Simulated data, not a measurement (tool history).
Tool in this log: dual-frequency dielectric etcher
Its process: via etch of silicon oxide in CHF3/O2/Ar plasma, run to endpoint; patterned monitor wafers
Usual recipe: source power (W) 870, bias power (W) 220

run,hour,source power (W),bias power (W),wafers since the last listed run,hours since the last wet clean,hours since the last source power generator calibration,hours since the last bias power generator calibration,hours since the last upper electrode change,"incoming incoming film thickness, nm",endpoint time (s)
1,0,870,220,0,202.5,3245.1,3544.8,4025.1,602.3,277.4
2,66.3,870,220,392,268.8,3311.4,3611.1,4091.4,598.7,280.6
# hour 112: wet clean of the chamber
3,112.5,940,220,131,0.5,3357.6,3657.3,4137.6,598.1,264.2
4,156.6,870,236,260,44.6,3401.7,3701.4,4181.7,597.7,267
5,217.8,870,220,361,105.8,3462.9,3762.6,4242.9,596.2,271.4
6,261.1,870,220,256,149.1,3506.2,3805.9,4286.2,600.3,271.8
7,307.6,870,220,274,195.6,3552.7,3852.4,4332.7,600.2,277.6
# hour 374.4: upper electrode replaced
8,374.9,950,220,256,262.9,3620,3919.7,0.5,603.9,270.7
# hour 392.4: bias power generator calibrated
9,408,950,220,172,296,3653.1,15.6,33.6,597.7,268.6
# hour 434.6: wet clean of the chamber
10,462.9,870,220,182,28.3,3708,70.5,88.5,599.8,267
11,527,870,220,379,92.4,3772.1,134.6,152.6,601.8,270.6
12,572.4,870,220,268,137.8,3817.5,180,198,600,276.4
13,642.5,990,263,414,207.9,3887.6,250.1,268.1,597.4,249.9
14,707.3,940,220,383,272.7,3952.4,314.9,332.9,598.5,271.5
15,732.4,870,220,148,297.8,3977.5,340,358,605.3,281.3
# hour 764.4: source power generator calibrated
# hour 767.3: wet clean of the chamber
16,767.8,980,248,168,0.5,3.4,375.4,393.4,600.3,249
17,833.1,870,267,386,65.8,68.7,440.7,458.7,601,255.5
18,895.5,870,220,368,128.2,131.1,503.1,521.1,602.4,274.7
19,956,740,170,357,188.7,191.6,563.6,581.6,601.6,313.3
20,997.1,710,220,243,229.8,232.7,604.7,622.7,603.8,290.4
21,1021.9,870,220,146,254.6,257.5,629.5,647.5,603.2,279.6
22,1057.2,720,173,208,289.9,292.8,664.8,682.8,601.6,315
# hour 1095.5: wet clean of the chamber
23,1123.7,720,238,251,28.2,359.3,731.3,749.3,600.5,275.2
24,1174.8,700,264,302,79.3,410.4,782.4,800.4,598.6,269.5

Entry by entry between the runs, the difference in hidden state between the last listed run before and the first listed run after:
Runs 2 to 3: wet clean of the chamber (hour 112)
  etch rate over this chamber's usual, %: -2.86 -> -0.349
  measured result minus the result with no hidden state, endpoint time (s): +8 -> +0.9
Runs 7 to 8: upper electrode replaced (hour 374.4)
  etch rate over this chamber's usual, %: -2.24 -> -2.9
  measured result minus the result with no hidden state, endpoint time (s): +6.3 -> +7.8
Runs 8 to 9: bias power generator calibrated (hour 392.4)
  etch rate over this chamber's usual, %: -2.9 -> -3.22
  measured result minus the result with no hidden state, endpoint time (s): +7.8 -> +8.7
Runs 9 to 10: wet clean of the chamber (hour 434.6)
  etch rate over this chamber's usual, %: -3.22 -> -0.076
  measured result minus the result with no hidden state, endpoint time (s): +8.7 -> +0.2
Runs 15 to 16: source power generator calibrated (hour 764.4); wet clean of the chamber (hour 767.3)
  etch rate over this chamber's usual, %: -2.69 -> -0.137
  measured result minus the result with no hidden state, endpoint time (s): +7.5 -> +0.4
Runs 22 to 23: wet clean of the chamber (hour 1095.5)
  etch rate over this chamber's usual, %: -2.95 -> -0.499
  measured result minus the result with no hidden state, endpoint time (s): +9.2 -> +1.4

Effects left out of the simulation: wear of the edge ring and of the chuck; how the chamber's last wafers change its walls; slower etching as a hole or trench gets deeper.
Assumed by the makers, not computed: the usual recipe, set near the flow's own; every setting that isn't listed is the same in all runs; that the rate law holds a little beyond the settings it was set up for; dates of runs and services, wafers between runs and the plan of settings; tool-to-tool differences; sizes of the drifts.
